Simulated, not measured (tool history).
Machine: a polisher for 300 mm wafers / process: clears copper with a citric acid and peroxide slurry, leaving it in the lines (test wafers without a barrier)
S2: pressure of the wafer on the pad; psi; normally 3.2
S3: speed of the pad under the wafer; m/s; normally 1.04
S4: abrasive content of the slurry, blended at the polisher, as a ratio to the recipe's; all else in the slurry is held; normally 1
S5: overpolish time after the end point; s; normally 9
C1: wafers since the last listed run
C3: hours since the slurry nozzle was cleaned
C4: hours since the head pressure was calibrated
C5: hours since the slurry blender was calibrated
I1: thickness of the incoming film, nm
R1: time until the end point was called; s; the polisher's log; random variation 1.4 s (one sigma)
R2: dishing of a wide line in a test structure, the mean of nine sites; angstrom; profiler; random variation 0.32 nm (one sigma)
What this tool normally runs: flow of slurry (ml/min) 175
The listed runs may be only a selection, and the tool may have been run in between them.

run 1 hour=0 | flow_of_slurry_(ml/min)=175 S2=3.2 S3=1.04 S4=0.9 S5=9 | C1=0 wafers_polished_on_this_pad=187 C3=305.2 C4=542.9 C5=285 | I1=238 | R1=104.2 R2=165
-- hour=8.5 slurry blender recalibrated
run 2 hour=36.7 | flow_of_slurry_(ml/min)=175 S2=3.2 S3=1.04 S4=1 S5=9 | C1=184 wafers_polished_on_this_pad=371 C3=341.9 C4=579.6 C5=28.2 | I1=241 | R1=94.9 R2=183
run 3 hour=102.7 | flow_of_slurry_(ml/min)=175 S2=3.2 S3=1.04 S4=1 S5=9 | C1=350 wafers_polished_on_this_pad=721 C3=407.9 C4=645.6 C5=94.2 | I1=239 | R1=95.2 R2=177
-- hour=134.4 worn pad replaced by a new one
run 4 hour=170.6 | flow_of_slurry_(ml/min)=175 S2=3.2 S3=1.04 S4=1 S5=9 | C1=339 wafers_polished_on_this_pad=192 C3=475.8 C4=713.5 C5=162.1 | I1=238.5 | R1=98.9 R2=174
run 5 hour=240.8 | flow_of_slurry_(ml/min)=175 S2=3.2 S3=1.12 S4=1 S5=9 | C1=372 wafers_polished_on_this_pad=565 C3=546 C4=783.7 C5=232.3 | I1=240.4 | R1=93.1 R2=180
run 6 hour=269 | flow_of_slurry_(ml/min)=175 S2=3.2 S3=1.12 S4=1 S5=9 | C1=149 wafers_polished_on_this_pad=714 C3=574.2 C4=811.9 C5=260.5 | I1=237.9 | R1=93.5 R2=185
-- hour=304.7 worn pad replaced by a new one
-- hour=309.8 slurry blender recalibrated
-- hour=322.2 head pressure recalibrated
run 7 hour=335.5 | flow_of_slurry_(ml/min)=175 S2=3.2 S3=1.04 S4=1 S5=9 | C1=310 wafers_polished_on_this_pad=142 C3=640.7 C4=13.3 C5=25.7 | I1=239.9 | R1=92.8 R2=183
run 8 hour=363 | flow_of_slurry_(ml/min)=175 S2=3.2 S3=1.04 S4=1 S5=9 | C1=145 wafers_polished_on_this_pad=288 C3=668.2 C4=40.8 C5=53.2 | I1=245.7 | R1=97.4 R2=178
run 9 hour=388.7 | flow_of_slurry_(ml/min)=175 S2=3.2 S3=1.04 S4=1 S5=9 | C1=136 wafers_polished_on_this_pad=424 C3=693.9 C4=66.5 C5=78.9 | I1=243.7 | R1=97.2 R2=178
run 10 hour=457.6 | flow_of_slurry_(ml/min)=220 S2=3.2 S3=1.04 S4=1 S5=7 | C1=365 wafers_polished_on_this_pad=790 C3=762.8 C4=135.4 C5=147.8 | I1=242.5 | R1=94.3 R2=143
-- hour=478.4 worn pad replaced by a new one
run 11 hour=494.2 | flow_of_slurry_(ml/min)=235 S2=3.2 S3=1.04 S4=1.1 S5=9 | C1=173 wafers_polished_on_this_pad=83 C3=799.4 C4=172 C5=184.4 | I1=241.1 | R1=95.7 R2=183
-- hour=557.1 slurry nozzle cleaned
-- hour=560 slurry blender recalibrated
run 12 hour=565.4 | flow_of_slurry_(ml/min)=175 S2=3.2 S3=1.18 S4=0.75 S5=5 | C1=362 wafers_polished_on_this_pad=445 C3=8.3 C4=243.2 C5=5.4 | I1=234.8 | R1=87.6 R2=113
run 13 hour=610.5 | flow_of_slurry_(ml/min)=195 S2=3.2 S3=0.78 S4=0.8 S5=9 | C1=239 wafers_polished_on_this_pad=685 C3=53.4 C4=288.3 C5=50.5 | I1=240.7 | R1=129.2 R2=131
-- hour=620.8 worn pad replaced by a new one
run 14 hour=639.1 | flow_of_slurry_(ml/min)=175 S2=3.2 S3=1.2 S4=1 S5=7 | C1=130 wafers_polished_on_this_pad=97 C3=82 C4=316.9 C5=79.1 | I1=240.3 | R1=85.2 R2=161
run 15 hour=706.8 | flow_of_slurry_(ml/min)=175 S2=4.1 S3=1.04 S4=1.25 S5=9 | C1=359 wafers_polished_on_this_pad=456 C3=149.7 C4=384.6 C5=146.8 | I1=244.9 | R1=75.1 R2=233
run 16 hour=749.8 | flow_of_slurry_(ml/min)=155 S2=2.4 S3=0.88 S4=1 S5=5 | C1=228 wafers_polished_on_this_pad=685 C3=192.7 C4=427.6 C5=189.8 | I1=242.2 | R1=162.3 R2=62
-- hour=784.9 worn pad replaced by a new one
run 17 hour=816.9 | flow_of_slurry_(ml/min)=120 S2=3.2 S3=0.92 S4=0.7 S5=7 | C1=334 wafers_polished_on_this_pad=169 C3=259.8 C4=494.7 C5=256.9 | I1=240.3 | R1=127.1 R2=107

Below, each run's measurement less what the same run would have read without the hidden state. Both values contain the same run-to-run variation, but the gauge's scatter may not be the same in both:
Hidden conditions of the tool in this case: removal rate lost through wear of the pad, %; slurry flow missing at the pad, %; deviation of the head's pressure from its setpoint, %; abrasive missing from the slurry, %.
run=1 R1=+10.3 R2=-18
run=2 R1=+2.5 R2=-5
run=3 R1=+5.8 R2=-11
run=4 R1=+7.8 R2=-14
run=5 R1=+8.2 R2=-17
run=6 R1=+8.5 R2=-18
run=7 R1=+2 R2=-4
run=8 R1=+3.7 R2=-7
run=9 R1=+4.8 R2=-9
run=10 R1=+6.6 R2=-10
run=11 R1=+7.4 R2=-14
run=12 R1=+0.6 R2=-1
run=13 R1=+4.8 R2=-5
run=14 R1=+4.4 R2=-9
run=15 R1=+5.6 R2=-18
run=16 R1=+13.1 R2=-5
run=17 R1=+10.6 R2=-10

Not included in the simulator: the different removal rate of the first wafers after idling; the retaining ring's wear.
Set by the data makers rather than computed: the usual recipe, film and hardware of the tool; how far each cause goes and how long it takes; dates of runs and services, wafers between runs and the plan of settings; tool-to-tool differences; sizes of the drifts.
